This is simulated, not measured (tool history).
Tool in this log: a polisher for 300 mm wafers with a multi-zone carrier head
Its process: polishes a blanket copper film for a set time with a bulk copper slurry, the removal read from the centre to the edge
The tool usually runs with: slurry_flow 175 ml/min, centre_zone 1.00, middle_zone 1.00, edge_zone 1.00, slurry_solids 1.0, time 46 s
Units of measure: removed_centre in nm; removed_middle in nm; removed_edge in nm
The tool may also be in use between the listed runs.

| run | hour | slurry_flow | centre_zone | middle_zone | edge_zone | slurry_solids | time | incoming thickness of the incoming film, nm | removed_centre | removed_middle | removed_edge |
|---|---|---|---|---|---|---|---|---|---|---|---|
| 1 | 0.0 | 175 | 1.00 | 1.00 | 1.00 | 1.0 | 46 | 2898.3 | 510.8 | 500.4 | 523.1 |
| 2 | 29.3 | 175 | 1.00 | 1.00 | 1.00 | 1.0 | 46 | 2911.7 | 516.0 | 509.0 | 524.4 |
| 3 | 75.4 | 175 | 1.00 | 1.00 | 1.00 | 1.0 | 46 | 2892.9 | 516.1 | 507.9 | 525.8 |
| 4 | 115.3 | 175 | 1.00 | 1.00 | 1.11 | 1.0 | 32 | 2925.5 | 366.7 | 350.7 | 381.2 |
| 5 | 181.0 | 200 | 1.00 | 1.00 | 1.00 | 1.0 | 46 | 2892.4 | 526.0 | 516.9 | 532.7 |
|  | 192.0 | worn pad replaced by a new one |
| 6 | 228.5 | 175 | 0.92 | 1.00 | 1.00 | 1.0 | 42 | 2875.6 | 439.7 | 468.0 | 474.1 |
| 7 | 285.1 | 175 | 1.06 | 1.00 | 1.00 | 1.0 | 46 | 2907.8 | 544.4 | 497.5 | 524.6 |
| 8 | 325.5 | 175 | 1.00 | 1.00 | 1.00 | 1.0 | 46 | 2859.5 | 526.8 | 503.0 | 521.4 |
| 9 | 373.3 | 135 | 1.00 | 1.00 | 1.00 | 1.0 | 55 | 2876.2 | 606.6 | 582.5 | 610.4 |
| 10 | 444.2 | 175 | 1.00 | 1.00 | 1.00 | 1.3 | 46 | 2893.7 | 553.9 | 540.0 | 553.8 |
| 11 | 506.1 | 230 | 1.00 | 1.00 | 1.00 | 1.0 | 52 | 2852.6 | 623.7 | 593.3 | 599.5 |
|  | 552.8 | centre zone pressure recalibrated |
|  | 560.7 | carrier head's membrane replaced by a new one |
|  | 574.5 | worn pad replaced by a new one |
| 12 | 575.0 | 175 | 1.00 | 1.00 | 1.00 | 1.0 | 46 | 2899.8 | 507.3 | 508.6 | 523.3 |
|  | 616.4 | slurry nozzle cleaned |
| 13 | 627.2 | 175 | 1.00 | 1.00 | 1.00 | 1.0 | 46 | 2928.9 | 502.7 | 503.2 | 528.9 |
| 14 | 661.2 | 205 | 1.11 | 0.91 | 1.00 | 1.0 | 57 | 2932.0 | 706.7 | 591.5 | 649.5 |
| 15 | 700.8 | 175 | 1.00 | 1.00 | 1.00 | 1.0 | 56 | 2878.0 | 605.1 | 613.4 | 635.9 |
| 16 | 753.6 | 175 | 1.00 | 1.00 | 1.00 | 1.0 | 46 | 2897.6 | 504.8 | 501.9 | 519.5 |
| 17 | 817.8 | 175 | 1.12 | 1.00 | 1.00 | 1.0 | 51 | 2897.9 | 626.6 | 556.3 | 580.2 |
| 18 | 842.5 | 175 | 1.00 | 1.00 | 1.00 | 1.0 | 46 | 2833.4 | 494.2 | 502.5 | 517.5 |
| 19 | 913.1 | 225 | 1.07 | 1.04 | 1.00 | 1.0 | 46 | 2944.5 | 542.6 | 531.1 | 541.5 |
|  | 954.0 | worn pad replaced by a new one |
| 20 | 975.0 | 175 | 1.00 | 1.00 | 1.00 | 1.0 | 46 | 2916.2 | 510.8 | 501.4 | 522.2 |

Here are 5 independent what-if runs from the current tool condition. What would each one return?
| A | 975.4 | 175 | 1.00 | 1.00 | 1.00 | 1.0 | 46 | 2913.9 | ? | ? | ? |
| B | 975.4 | 175 | 1.00 | 1.00 | 1.11 | 1.0 | 30 | 2913.9 | ? | ? | ? |
| C | 975.4 | 175 | 1.00 | 1.04 | 1.00 | 1.0 | 46 | 2913.9 | ? | ? | ? |
| D | 975.4 | 175 | 1.00 | 0.92 | 1.00 | 1.0 | 52 | 2913.9 | ? | ? | ? |
| E | 975.4 | 190 | 1.04 | 1.00 | 1.11 | 1.0 | 46 | 2913.9 | ? | ? | ? |

| run | removed_centre | removed_middle | removed_edge |
|---|---|---|---|
| A | 514.8 | 506.0 | 523.2 |
| B | 335.8 | 330.0 | 359.3 |
| C | 515.0 | 523.1 | 522.9 |
| D | 581.7 | 533.4 | 592.0 |
| E | 540.4 | 509.9 | 554.1 |
Without the tool's hidden state the same runs would have given:
| run | removed_centre | removed_middle | removed_edge |
|---|---|---|---|
| A | 513.8 | 506.0 | 523.2 |
| B | 335.1 | 330.0 | 359.3 |
| C | 514.0 | 523.1 | 522.9 |
| D | 580.5 | 533.4 | 592.0 |
| E | 539.4 | 509.9 | 554.1 |
